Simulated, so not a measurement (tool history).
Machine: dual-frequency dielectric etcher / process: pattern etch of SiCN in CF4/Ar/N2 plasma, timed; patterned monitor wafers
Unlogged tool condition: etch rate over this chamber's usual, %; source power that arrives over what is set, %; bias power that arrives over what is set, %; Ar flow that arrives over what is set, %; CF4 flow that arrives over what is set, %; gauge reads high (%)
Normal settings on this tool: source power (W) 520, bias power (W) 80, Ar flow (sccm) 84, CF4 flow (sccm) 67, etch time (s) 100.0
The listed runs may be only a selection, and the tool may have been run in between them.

| run | hour | source power (W) | bias power (W) | Ar flow (sccm) | CF4 flow (sccm) | etch time (s) | wafers since the last listed run | hours since the last wet clean | hours since the last source power generator calibration | hours since the last bias power generator calibration | hours since the last Ar flow controller change | hours since the last CF4 flow controller change | hours since the last upper electrode change | hours since the gauge calibration | read-back reference wafer on the same gauge, depth_nm | mean etch depth across the wafer (Å) |
|---|---|---|---|---|---|---|---|---|---|---|---|---|---|---|---|---|
| 1 | 0.0 | 520 | 80 | 84 | 67 | 100.0 | 0 | 298.3 | 72.0 | 3259.8 | 5280.7 | 2467.3 | 2487.2 | 454.6 | 114.0 | 1112 |
|  | 32.9 | upper electrode replaced, of another model than before |
| 2 | 33.4 | 520 | 80 | 84 | 67 | 81.5 | 51 | 331.7 | 105.4 | 3293.2 | 5314.1 | 2500.7 | 0.5 | 488.0 | 114.0 | 913 |
|  | 58.8 | wet clean of the chamber |
| 3 | 59.3 | 520 | 80 | 84 | 67 | 100.0 | 10 | 0.5 | 131.3 | 3319.1 | 5340.0 | 2526.6 | 26.4 | 513.9 | 113.9 | 1122 |
| 4 | 69.1 | 520 | 80 | 84 | 67 | 100.0 | 53 | 10.3 | 141.1 | 3328.9 | 5349.8 | 2536.4 | 36.2 | 523.7 | 114.0 | 1120 |
| 5 | 103.7 | 520 | 94 | 84 | 67 | 100.0 | 187 | 44.9 | 175.7 | 3363.5 | 5384.4 | 2571.0 | 70.8 | 558.3 | 113.9 | 1161 |
| 6 | 120.2 | 520 | 80 | 70 | 67 | 100.0 | 89 | 61.4 | 192.2 | 3380.0 | 5400.9 | 2587.5 | 87.3 | 574.8 | 113.9 | 1166 |
| 7 | 143.4 | 520 | 80 | 84 | 67 | 100.0 | 126 | 84.6 | 215.4 | 3403.2 | 5424.1 | 2610.7 | 110.5 | 598.0 | 114.0 | 1125 |
| 8 | 157.9 | 520 | 80 | 84 | 53 | 100.0 | 78 | 99.1 | 229.9 | 3417.7 | 5438.6 | 2625.2 | 125.0 | 612.5 | 114.0 | 1097 |
|  | 186.5 | Ar flow controller replaced |
|  | 191.6 | gauge calibrated |
|  | 239.1 | CF4 flow controller replaced |
| 9 | 246.3 | 520 | 80 | 84 | 73 | 100.0 | 415 | 187.5 | 318.3 | 3506.1 | 59.8 | 7.2 | 213.4 | 54.7 | 114.0 | 1137 |
| 10 | 340.6 | 520 | 80 | 84 | 67 | 100.0 | 512 | 281.8 | 412.6 | 3600.4 | 154.1 | 101.5 | 307.7 | 149.0 | 113.9 | 1141 |
| 11 | 370.7 | 520 | 98 | 69 | 55 | 74.0 | 163 | 311.9 | 442.7 | 3630.5 | 184.2 | 131.6 | 337.8 | 179.1 | 114.0 | 898 |
|  | 381.0 | bias power generator calibrated |
| 12 | 386.2 | 640 | 80 | 84 | 67 | 100.0 | 62 | 327.4 | 458.2 | 5.2 | 199.7 | 147.1 | 353.3 | 194.6 | 114.0 | 1508 |
|  | 418.1 | wet clean of the chamber |
| 13 | 418.6 | 520 | 80 | 84 | 67 | 100.0 | 45 | 0.5 | 490.6 | 37.6 | 232.1 | 179.5 | 385.7 | 227.0 | 114.1 | 1143 |
| 14 | 426.5 | 630 | 80 | 84 | 67 | 100.0 | 42 | 8.4 | 498.5 | 45.5 | 240.0 | 187.4 | 393.6 | 234.9 | 114.1 | 1484 |
| 15 | 452.8 | 520 | 80 | 84 | 56 | 100.0 | 142 | 34.7 | 524.8 | 71.8 | 266.3 | 213.7 | 419.9 | 261.2 | 114.0 | 1116 |
| 16 | 476.3 | 520 | 80 | 84 | 67 | 100.0 | 127 | 58.2 | 548.3 | 95.3 | 289.8 | 237.2 | 443.4 | 284.7 | 114.1 | 1144 |

The next listed run, before its measurement:
| 17 | 488.9 | 410 | 80 | 72 | 54 | 81.0 | 68 | 70.8 | 560.9 | 107.9 | 302.4 | 249.8 | 456.0 | 297.3 | ? | ? |

{"run 17": {"read-back reference wafer on the same gauge, depth_nm": 114.0, "mean etch depth across the wafer (Å)": 633}}
With the hidden condition absent and the run-to-run variation left alone, this run would have shown mean etch depth across the wafer (Å) 618.

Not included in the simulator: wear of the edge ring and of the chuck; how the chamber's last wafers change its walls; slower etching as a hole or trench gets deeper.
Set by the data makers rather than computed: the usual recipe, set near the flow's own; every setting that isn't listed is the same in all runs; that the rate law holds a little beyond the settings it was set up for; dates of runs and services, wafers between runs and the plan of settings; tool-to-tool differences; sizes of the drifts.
